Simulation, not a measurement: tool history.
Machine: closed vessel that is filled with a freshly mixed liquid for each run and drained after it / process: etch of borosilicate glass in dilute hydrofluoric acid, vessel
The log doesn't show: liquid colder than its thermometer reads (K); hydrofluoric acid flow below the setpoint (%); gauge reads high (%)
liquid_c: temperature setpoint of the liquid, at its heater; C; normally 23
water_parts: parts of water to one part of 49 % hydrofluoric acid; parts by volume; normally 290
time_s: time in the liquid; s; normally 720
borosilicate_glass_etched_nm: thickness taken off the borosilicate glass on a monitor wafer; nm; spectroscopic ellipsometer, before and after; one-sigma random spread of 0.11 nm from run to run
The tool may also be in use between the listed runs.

run,hour,liquid_c,water_parts,time_s,wafers since the last listed run,hours since the thermometer was replaced,hours since the hydrofluoric acid flow meter was replaced,hours since the gauge calibration,"read-back film thickness of the borosilicate glass reference wafer, read on the same gauge (nm)",borosilicate_glass_etched_nm
1,0,23,350,720,0,2415.5,969.6,169,99.99,24.55
2,7.1,23,350,720,627,2422.6,976.7,176.1,100,24.46
3,15.7,23,350,720,760,2431.2,985.3,184.7,100.03,24.59
4,25.9,26,290,720,901,2441.4,995.5,194.9,100.04,34.56
5,43.3,26,290,720,1538,2458.8,1012.9,212.3,99.98,34.38
6,52.2,26,290,720,786,2467.7,1021.8,221.2,99.98,34.55
7,61.2,23,290,840,795,2476.7,1030.8,230.2,100.02,36.06
8,67.9,23,290,840,592,2483.4,1037.5,236.9,100.01,36.11
9,80.6,23,290,720,1122,2496.1,1050.2,249.6,100,31.01
10,90.9,23,290,720,910,2506.4,1060.5,259.9,99.97,30.8
11,106.3,23,290,720,1361,2521.8,1075.9,275.3,100.03,30.89
12,112.5,23,250,720,548,2528,1082.1,281.5,99.98,37.33
# hour 121.2: thermometer replaced
13,124.1,23,250,720,937,2.9,1093.7,293.1,100.03,40.82
14,131.6,26.5,190,475,663,10.4,1101.2,300.6,99.99,42.88
15,147.4,19.5,290,720,1396,26.2,1117,316.4,100,29.8
16,164.6,23,250,720,1520,43.4,1134.2,333.6,100,40.34
17,180.3,23,385,720,1388,59.1,1149.9,349.3,99.99,22.89
18,187.6,23,290,720,645,66.4,1157.2,356.6,100.02,33.32
19,199.6,23,290,720,1060,78.4,1169.2,368.6,99.98,33.33
20,212.9,27.5,175,1050,1175,91.7,1182.5,381.9,99.98,107.18
21,228.1,20,340,450,1343,106.9,1197.7,397.1,99.98,15.16
# hour 231.2: gauge calibrated
22,243.8,23,290,720,1388,122.6,1213.4,12.6,99.99,33.34
# hour 253.2: hydrofluoric acid flow meter replaced
23,254.4,19.5,165,720,848,133.2,1.2,23.2,100.02,62.49
24,261.1,21,230,425,592,139.9,7.9,29.9,100.01,26.03
25,272.3,27.5,195,830,990,151.1,19.1,41.1,100,79.21
26,284.5,23,335,475,1078,163.3,31.3,53.3,100.04,19.48
27,301.8,23,335,720,1529,180.6,48.6,70.6,99.99,29.61
28,309.3,23,250,560,663,188.1,56.1,78.1,99.99,33.31
29,323,23,290,720,1211,201.8,69.8,91.8,100,35.33
30,333,23,290,720,884,211.8,79.8,101.8,100,35.54
31,341.3,23,290,720,733,220.1,88.1,110.1,99.99,35.44
32,353.3,23,380,720,1060,232.1,100.1,122.1,99.99,24.86
33,364.5,23,290,720,990,243.3,111.3,133.3,99.97,35.38
34,376.2,20,180,720,1034,255,123,145,100,56.81

Measured minus without-hidden-state, run by run (identical run-to-run variation in each term; gauge scatter may differ):
run,borosilicate_glass_etched_nm
1,-4.1
2,-4.11
3,-4.16
4,-5.82
5,-5.86
6,-5.92
7,-6.32
8,-6.34
9,-5.5
10,-5.51
11,-5.57
12,-6.78
13,-3.45
14,-3.58
15,-2.61
16,-3.59
17,-2.21
18,-3.11
19,-3.15
20,-9.78
21,-1.5
22,-3.31
23,-1.28
24,-0.56
25,-1.76
26,-0.46
27,-0.76
28,-0.87
29,-0.98
30,-1.02
31,-1.05
32,-0.77
33,-1.12
34,-1.85
